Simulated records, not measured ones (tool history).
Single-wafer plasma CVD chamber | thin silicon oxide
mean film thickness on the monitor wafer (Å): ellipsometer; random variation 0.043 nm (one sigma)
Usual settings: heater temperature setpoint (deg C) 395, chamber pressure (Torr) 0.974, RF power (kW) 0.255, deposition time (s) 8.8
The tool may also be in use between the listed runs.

run,hour,heater temperature setpoint (deg C),chamber pressure (Torr),RF power (kW),deposition time (s),"read-back reference wafer on the same gauge, thickness_nm",mean film thickness on the monitor wafer (Å)
1,0,395,0.974,0.255,8.8,18.708,187.51
2,17,395,0.974,0.255,8.8,18.677,186.56
3,29.4,395,1.026,0.29,8.8,18.699,209
4,37.8,395,1.026,0.29,8.8,18.697,209.05
# hour 46.8: capacitance manometer re-zeroed and calibrated
5,53.1,395,0.974,0.255,8.8,18.706,186.47
6,61.9,395,0.974,0.255,8.8,18.705,185.93
# hour 68.6: gauge calibrated
7,75.8,395,0.974,0.255,8.8,18.7,186.91
8,91.9,395,0.974,0.255,8.8,18.693,186.46
9,98.6,395,0.895,0.27,7.47,18.696,153.66
10,115.5,380,0.831,0.24,9.77,18.707,177.14
11,129,402,0.905,0.215,9.97,18.703,173.9
# hour 144.8: showerhead replaced
12,145.3,389,0.851,0.255,10.48,18.683,200.43
# hour 158.7: RF generator calibrated
13,159.2,395,0.974,0.255,8.8,18.7,186.5
# hour 173.5: thermocouple changed; heater temperature recalibrated
14,174,388,0.974,0.295,9.95,18.689,232.4
15,183.5,381,0.974,0.255,8.8,18.718,188.53
16,197.3,395,0.974,0.255,10.07,18.693,214.1
17,212,395,0.974,0.255,8.8,18.709,187.28
18,221.8,395,0.776,0.255,8.8,18.707,155.11
19,232.1,380,0.974,0.255,8.8,18.717,189.64
20,244.7,385,0.974,0.255,8.8,18.699,187.52
21,267.6,380,0.974,0.255,8.8,18.712,189.16
22,277.2,395,0.974,0.255,8.8,18.705,186.41
23,288.4,403,1.044,0.29,10.28,18.727,246.99
24,313.6,395,0.974,0.255,8.8,18.687,186.66
25,321.3,395,0.974,0.255,8.8,18.682,187.09
26,328,395,0.974,0.255,8.8,18.697,186.91
27,337,395,1.13,0.255,8.8,18.695,204.57
28,349.3,387,0.974,0.255,8.8,18.713,187.27

What the log doesn't show, run by run:
wafer temperature above the value expected at the setpoint (K): 0 in every run
delivered RF power above the setpoint (%): 0 in every run
true pressure above the setpoint (%): 0 in every run
gauge reads high (%): 0 in every run

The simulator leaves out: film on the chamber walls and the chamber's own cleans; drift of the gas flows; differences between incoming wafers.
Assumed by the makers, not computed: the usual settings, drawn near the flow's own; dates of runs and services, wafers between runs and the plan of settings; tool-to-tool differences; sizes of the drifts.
